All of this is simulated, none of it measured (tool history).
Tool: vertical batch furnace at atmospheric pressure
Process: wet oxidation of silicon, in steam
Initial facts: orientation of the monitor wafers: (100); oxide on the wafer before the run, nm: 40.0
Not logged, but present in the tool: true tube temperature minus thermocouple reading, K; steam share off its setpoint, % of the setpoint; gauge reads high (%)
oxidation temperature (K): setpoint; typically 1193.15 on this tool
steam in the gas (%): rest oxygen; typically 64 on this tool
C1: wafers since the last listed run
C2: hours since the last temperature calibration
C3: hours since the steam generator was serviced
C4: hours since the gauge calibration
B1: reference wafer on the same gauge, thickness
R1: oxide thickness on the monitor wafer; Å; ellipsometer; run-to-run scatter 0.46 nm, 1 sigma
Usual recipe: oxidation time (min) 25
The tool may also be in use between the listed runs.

run 1 day=0 | oxidation_temperature_(K)=1193.15 oxidation_time_(min)=25 steam_in_the_gas_(%)=64 | C1=0 C2=1397 C3=1390.9 C4=1208.1 | B1=97.08 | R1=1020.2
run 2 day=3.375 | oxidation_temperature_(K)=1193.15 oxidation_time_(min)=25 steam_in_the_gas_(%)=64 | C1=1439 C2=1478 C3=1471.9 C4=1289.1 | B1=96.99 | R1=1012.9
run 3 day=4.896 | oxidation_temperature_(K)=1193.15 oxidation_time_(min)=25 steam_in_the_gas_(%)=64 | C1=648 C2=1514.5 C3=1508.4 C4=1325.6 | B1=97.23 | R1=1013.6
run 4 day=6.504 | oxidation_temperature_(K)=1193.15 oxidation_time_(min)=25 steam_in_the_gas_(%)=64 | C1=685 C2=1553.1 C3=1547 C4=1364.2 | B1=96.95 | R1=1008
run 5 day=10.083 | oxidation_temperature_(K)=1206.15 oxidation_time_(min)=25 steam_in_the_gas_(%)=64 | C1=1526 C2=1639 C3=1632.9 C4=1450.1 | B1=97.03 | R1=1109
run 6 day=14.479 | oxidation_temperature_(K)=1193.15 oxidation_time_(min)=25 steam_in_the_gas_(%)=70 | C1=1874 C2=1744.5 C3=1738.4 C4=1555.6 | B1=96.9 | R1=1052.6
run 7 day=16.096 | oxidation_temperature_(K)=1193.15 oxidation_time_(min)=25 steam_in_the_gas_(%)=70 | C1=689 C2=1783.3 C3=1777.2 C4=1594.4 | B1=97.01 | R1=1051.4
run 8 day=18.396 | oxidation_temperature_(K)=1193.15 oxidation_time_(min)=25 steam_in_the_gas_(%)=70 | C1=980 C2=1838.5 C3=1832.4 C4=1649.6 | B1=96.89 | R1=1055.3
run 9 day=21.933 | oxidation_temperature_(K)=1183.15 oxidation_time_(min)=25 steam_in_the_gas_(%)=64 | C1=1508 C2=1923.4 C3=1917.3 C4=1734.5 | B1=97 | R1=929.1
run 10 day=25.712 | oxidation_temperature_(K)=1183.15 oxidation_time_(min)=25 steam_in_the_gas_(%)=64 | C1=1611 C2=2014.1 C3=2008 C4=1825.2 | B1=96.96 | R1=930.6
-- day=28.425 gauge calibrated
run 11 day=36.275 | oxidation_temperature_(K)=1183.15 oxidation_time_(min)=25 steam_in_the_gas_(%)=64 | C1=4504 C2=2267.6 C3=2261.5 C4=188.4 | B1=96.84 | R1=922.9
-- day=39.392 steam generator serviced
run 12 day=39.412 | oxidation_temperature_(K)=1207.15 oxidation_time_(min)=30 steam_in_the_gas_(%)=68 | C1=911 C2=2342.9 C3=0.5 C4=263.7 | B1=97 | R1=1323
run 13 day=41.092 | oxidation_temperature_(K)=1193.15 oxidation_time_(min)=25 steam_in_the_gas_(%)=64 | C1=716 C2=2383.2 C3=40.8 C4=304 | B1=96.95 | R1=1040.7
-- day=45.012 thermocouples replaced and temperature profile calibrated
run 14 day=45.033 | oxidation_temperature_(K)=1199.15 oxidation_time_(min)=17 steam_in_the_gas_(%)=57 | C1=1254 C2=0.5 C3=135.4 C4=398.6 | B1=96.99 | R1=833.5
run 15 day=46.692 | oxidation_temperature_(K)=1183.15 oxidation_time_(min)=25 steam_in_the_gas_(%)=64 | C1=707 C2=40.3 C3=175.2 C4=438.4 | B1=97.12 | R1=957.7
run 16 day=49.333 | oxidation_temperature_(K)=1172.15 oxidation_time_(min)=25 steam_in_the_gas_(%)=55 | C1=1126 C2=103.7 C3=238.6 C4=501.8 | B1=96.97 | R1=819.6
run 17 day=53.033 | oxidation_temperature_(K)=1193.15 oxidation_time_(min)=21 steam_in_the_gas_(%)=64 | C1=1577 C2=192.5 C3=327.4 C4=590.6 | B1=96.93 | R1=931.8
run 18 day=56.662 | oxidation_temperature_(K)=1206.15 oxidation_time_(min)=18.5 steam_in_the_gas_(%)=71 | C1=1547 C2=279.6 C3=414.5 C4=677.7 | B1=96.94 | R1=1006.1
run 19 day=58.3 | oxidation_temperature_(K)=1172.15 oxidation_time_(min)=25 steam_in_the_gas_(%)=68 | C1=698 C2=318.9 C3=453.8 C4=717 | B1=96.96 | R1=900.3
run 20 day=62.083 | oxidation_temperature_(K)=1193.15 oxidation_time_(min)=14 steam_in_the_gas_(%)=64 | C1=1613 C2=409.7 C3=544.6 C4=807.8 | B1=96.91 | R1=771.4
run 21 day=65.342 | oxidation_temperature_(K)=1193.15 oxidation_time_(min)=25 steam_in_the_gas_(%)=64 | C1=1389 C2=487.9 C3=622.8 C4=886 | B1=97.11 | R1=1025.6
run 22 day=73.321 | oxidation_temperature_(K)=1199.15 oxidation_time_(min)=17 steam_in_the_gas_(%)=57 | C1=3402 C2=679.4 C3=814.3 C4=1077.5 | B1=96.99 | R1=829
run 23 day=75.675 | oxidation_temperature_(K)=1205.15 oxidation_time_(min)=25 steam_in_the_gas_(%)=64 | C1=1003 C2=735.9 C3=870.8 C4=1134 | B1=97.05 | R1=1120.9

Same runs, no hidden state in the tool, same run-to-run variation:
run=1 R1=1040.6
run=2 R1=1035
run=3 R1=1036.6
run=4 R1=1031.7
run=5 R1=1138.9
run=6 R1=1083.3
run=7 R1=1083.2
run=8 R1=1088.9
run=9 R1=958.6
run=10 R1=962.6
run=11 R1=961.9
run=12 R1=1330.4
run=13 R1=1045.8
run=14 R1=837
run=15 R1=962.4
run=16 R1=823.2
run=17 R1=936.7
run=18 R1=1012.3
run=19 R1=905.6
run=20 R1=775.6
run=21 R1=1033.6
run=22 R1=835.8
run=23 R1=1133.2

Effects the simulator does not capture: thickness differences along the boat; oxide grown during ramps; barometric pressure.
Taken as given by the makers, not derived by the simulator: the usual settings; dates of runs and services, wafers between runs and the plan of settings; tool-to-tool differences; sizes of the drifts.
